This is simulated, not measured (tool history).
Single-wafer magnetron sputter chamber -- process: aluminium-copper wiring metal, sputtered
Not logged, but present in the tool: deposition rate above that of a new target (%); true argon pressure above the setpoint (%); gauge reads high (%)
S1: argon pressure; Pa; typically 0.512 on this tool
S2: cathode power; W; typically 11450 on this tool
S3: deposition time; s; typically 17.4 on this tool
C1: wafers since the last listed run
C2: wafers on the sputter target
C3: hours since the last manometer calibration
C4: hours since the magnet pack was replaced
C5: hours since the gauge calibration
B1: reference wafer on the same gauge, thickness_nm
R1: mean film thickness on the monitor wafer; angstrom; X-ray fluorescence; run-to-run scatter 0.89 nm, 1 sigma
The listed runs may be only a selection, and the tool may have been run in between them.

| run | hour | S1 | S2 | S3 | C1 | C2 | C3 | C4 | C5 | B1 | R1 |
|---|---|---|---|---|---|---|---|---|---|---|---|
| 1 | 0 | 0.587 | 11450 | 16.6 | 0 | 6203 | 1598 | 11374.4 | 26.5 | 398.119 | 2999.43 |
|  | 12.4 | sputter target and shields replaced |
| 2 | 34.4 | 0.587 | 11450 | 16.6 | 725 | 605 | 1632.4 | 11408.8 | 60.9 | 397.471 | 3080.11 |
| 3 | 63.5 | 0.512 | 11450 | 17.4 | 799 | 1404 | 1661.5 | 11437.9 | 90 | 398.247 | 3320.63 |
| 4 | 71.3 | 0.512 | 11450 | 17.4 | 214 | 1618 | 1669.3 | 11445.7 | 97.8 | 397.869 | 3305.94 |
| 5 | 82.2 | 0.512 | 11450 | 17.4 | 299 | 1918 | 1680.2 | 11456.6 | 108.7 | 398.284 | 3291.35 |
| 6 | 104.9 | 0.512 | 11450 | 17.4 | 623 | 2541 | 1702.9 | 11479.3 | 131.4 | 397.724 | 3280.48 |
| 7 | 116 | 0.512 | 11450 | 17.4 | 304 | 2846 | 1714 | 11490.4 | 142.5 | 397.876 | 3276.03 |
| 8 | 122.7 | 0.512 | 11450 | 17.4 | 184 | 3030 | 1720.7 | 11497.1 | 149.2 | 398.268 | 3276.84 |
| 9 | 136.3 | 0.512 | 11450 | 17.4 | 373 | 3404 | 1734.3 | 11510.7 | 162.8 | 398.102 | 3278.9 |
| 10 | 146.8 | 0.512 | 11450 | 17.4 | 288 | 3692 | 1744.8 | 11521.2 | 173.3 | 398.148 | 3270.45 |
| 11 | 157.3 | 0.512 | 11450 | 17.4 | 288 | 3981 | 1755.3 | 11531.7 | 183.8 | 397.745 | 3285.1 |
| 12 | 166.5 | 0.512 | 11450 | 17.4 | 252 | 4234 | 1764.5 | 11540.9 | 193 | 397.926 | 3270.09 |
| 13 | 177 | 0.512 | 11450 | 17.4 | 288 | 4522 | 1775 | 11551.4 | 203.5 | 398.089 | 3271.04 |
| 14 | 194.4 | 0.512 | 11450 | 16.4 | 477 | 5000 | 1792.4 | 11568.8 | 220.9 | 397.447 | 3070.9 |
| 15 | 211.1 | 0.512 | 11450 | 18.8 | 458 | 5459 | 1809.1 | 11585.5 | 237.6 | 398.06 | 3533.18 |
|  | 218.8 | gauge calibrated |
| 16 | 220.9 | 0.512 | 11450 | 17.4 | 269 | 5728 | 1818.9 | 11595.3 | 2.1 | 398.051 | 3281.14 |
| 17 | 229.9 | 0.512 | 13250 | 19 | 247 | 5975 | 1827.9 | 11604.3 | 11.1 | 398.114 | 4125.51 |
|  | 248.8 | sputter target and shields replaced |
|  | 253.8 | capacitance manometer re-zeroed and calibrated |
| 18 | 279.3 | 0.512 | 9350 | 14 | 999 | 699 | 25.5 | 11653.7 | 60.5 | 398.198 | 2192.67 |
|  | 291.6 | magnet pack replaced |
| 19 | 292.1 | 0.331 | 12400 | 20.6 | 131 | 831 | 38.3 | 0.5 | 73.3 | 397.894 | 4660.93 |
| 20 | 301.7 | 0.378 | 11450 | 19.1 | 263 | 1094 | 47.9 | 10.1 | 82.9 | 398.117 | 3878.22 |
| 21 | 308.7 | 0.684 | 10650 | 19.2 | 192 | 1287 | 54.9 | 17.1 | 89.9 | 397.833 | 3121.93 |
| 22 | 320.9 | 0.325 | 12200 | 17.4 | 335 | 1622 | 67.1 | 29.3 | 102.1 | 398.287 | 3840.04 |
| 23 | 334.5 | 0.512 | 11450 | 17.4 | 373 | 1995 | 80.7 | 42.9 | 115.7 | 397.812 | 3295.43 |
| 24 | 341.9 | 0.689 | 9700 | 17.4 | 203 | 2199 | 88.1 | 50.3 | 123.1 | 397.755 | 2558.46 |
| 25 | 348.3 | 0.453 | 12400 | 14.1 | 175 | 2375 | 94.5 | 56.7 | 129.5 | 398.022 | 2963.85 |
| 26 | 355.2 | 0.512 | 11450 | 17.4 | 189 | 2564 | 101.4 | 63.6 | 136.4 | 397.984 | 3281.11 |
| 27 | 366.5 | 0.679 | 11450 | 17.4 | 310 | 2875 | 112.7 | 74.9 | 147.7 | 398.049 | 3027.31 |

What if the next run were any one of these 4? Each begins from the tool's condition after run 27:
| A | 366.9 | 0.512 | 11450 | 17.4 | 10 | 2886 | 113.1 | 75.3 | 148.1 | ? | ? |
| B | 366.9 | 0.696 | 9850 | 17.4 | 10 | 2886 | 113.1 | 75.3 | 148.1 | ? | ? |
| C | 366.9 | 0.663 | 11450 | 20 | 10 | 2886 | 113.1 | 75.3 | 148.1 | ? | ? |
| D | 366.9 | 0.512 | 9850 | 14.6 | 10 | 2886 | 113.1 | 75.3 | 148.1 | ? | ? |

| run | B1 | R1 |
|---|---|---|
| A | 397.99 | 3298.03 |
| B | 397.99 | 2595.08 |
| C | 397.99 | 3521.35 |
| D | 397.99 | 2381.5 |
Had the tool no hidden state, the same runs would have come out as:
| run | R1 |
|---|---|
| A | 3385.97 |
| B | 2664.27 |
| C | 3615.24 |
| D | 2445 |

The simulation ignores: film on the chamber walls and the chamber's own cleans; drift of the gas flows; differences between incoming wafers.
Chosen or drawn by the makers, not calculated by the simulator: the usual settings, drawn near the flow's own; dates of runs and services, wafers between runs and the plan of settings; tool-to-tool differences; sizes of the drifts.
